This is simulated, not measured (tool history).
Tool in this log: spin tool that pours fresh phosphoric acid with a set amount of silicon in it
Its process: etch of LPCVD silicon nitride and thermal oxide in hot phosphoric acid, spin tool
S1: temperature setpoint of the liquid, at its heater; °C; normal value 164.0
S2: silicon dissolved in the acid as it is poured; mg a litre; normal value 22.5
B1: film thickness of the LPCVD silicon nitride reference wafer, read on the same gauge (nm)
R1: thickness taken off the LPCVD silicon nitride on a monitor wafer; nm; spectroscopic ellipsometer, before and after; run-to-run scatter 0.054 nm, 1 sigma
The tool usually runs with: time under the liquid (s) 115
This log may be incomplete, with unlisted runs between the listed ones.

Run 1, day 0.000: usual settings; B1 79.96. Result: R1 11.57 nm.
Run 2, day 1.167: usual settings but S1 166.0 °C, S2 12.5 mg a litre; B1 80.01. Result: R1 12.34 nm.
Run 3, day 2.638: usual settings but S1 166.0 °C, S2 12.5 mg a litre; B1 79.97. Result: R1 12.30 nm.
Run 4, day 3.229: usual settings; B1 79.99. Result: R1 11.65 nm.
Run 5, day 4.008: usual settings; B1 80.06. Result: R1 11.57 nm.
Run 6, day 6.596: usual settings; B1 79.97. Result: R1 11.56 nm.
At day 7.167: dissolved silicon flow meter replaced.
Run 7, day 8.912: usual settings; B1 79.99. Result: R1 11.56 nm.
Run 8, day 9.738: usual settings; B1 80.00. Result: R1 11.58 nm.
Run 9, day 11.217: usual settings but S1 167.0 °C, S2 31.5 mg a litre, time under the liquid (s) 135; B1 79.95. Result: R1 15.05 nm.
Run 10, day 11.733: usual settings; B1 79.99. Result: R1 11.57 nm.
Run 11, day 13.121: usual settings but S1 162.0 °C, S2 7.5 mg a litre, time under the liquid (s) 170; B1 79.97. Result: R1 15.97 nm.
Run 12, day 14.200: usual settings but S1 161.0 °C; B1 80.01. Result: R1 10.49 nm.
Run 13, day 15.338: usual settings but S2 32.5 mg a litre; B1 80.01. Result: R1 11.67 nm.
At day 16.088: thermometer replaced.
Run 14, day 16.204: usual settings but S1 163.0 °C, S2 29.5 mg a litre, time under the liquid (s) 85; B1 80.02. Result: R1 7.54 nm.
Run 15, day 17.375: usual settings but S1 161.5 °C, S2 12.5 mg a litre, time under the liquid (s) 145; B1 80.00. Result: R1 12.19 nm.
At day 20.867: gauge calibrated.
At day 21.500: heated supply line repaired.
Run 16, day 21.583: usual settings but S1 167.0 °C; B1 80.00. Result: R1 13.20 nm.
Run 17, day 22.375: usual settings; B1 80.02. Result: R1 12.03 nm.
Run 18, day 23.217: usual settings but S2 30.5 mg a litre; B1 79.98. Result: R1 11.96 nm.
Run 19, day 24.067: usual settings; B1 80.00. Result: R1 11.99 nm.
Run 20, day 28.525: usual settings; B1 79.97. Result: R1 11.94 nm.
Run 21, day 29.388: usual settings but S1 165.0 °C, S2 11.0 mg a litre, time under the liquid (s) 45; B1 80.00. Result: R1 4.86 nm.

5 ways to go on from here, each from the tool as it stands after run 21. What would each give?
Run A, day 29.404: usual settings but S1 161.5 °C; B1 ?. Result: R1 ?.
Run B, day 29.404: usual settings but S2 5.0 mg a litre, time under the liquid (s) 60; B1 ?. Result: R1 ?.
Run C, day 29.404: usual settings but S1 161.5 °C, S2 14.0 mg a litre, time under the liquid (s) 95; B1 ?. Result: R1 ?.
Run D, day 29.404: usual settings but S1 165.0 °C, time under the liquid (s) 70; B1 ?. Result: R1 ?.
Run E, day 29.404: usual settings but S2 13.0 mg a litre; B1 ?. Result: R1 ?.

run     B1     R1
  A  80.00  11.02
  B  80.00   6.25
  C  80.00   9.11
  D  80.00   7.53
  E  80.00  11.98
Had the tool no hidden state, the same runs would have come out as:
run     R1
  A  11.04
  B   6.26
  C   9.12
  D   7.54
  E  11.99

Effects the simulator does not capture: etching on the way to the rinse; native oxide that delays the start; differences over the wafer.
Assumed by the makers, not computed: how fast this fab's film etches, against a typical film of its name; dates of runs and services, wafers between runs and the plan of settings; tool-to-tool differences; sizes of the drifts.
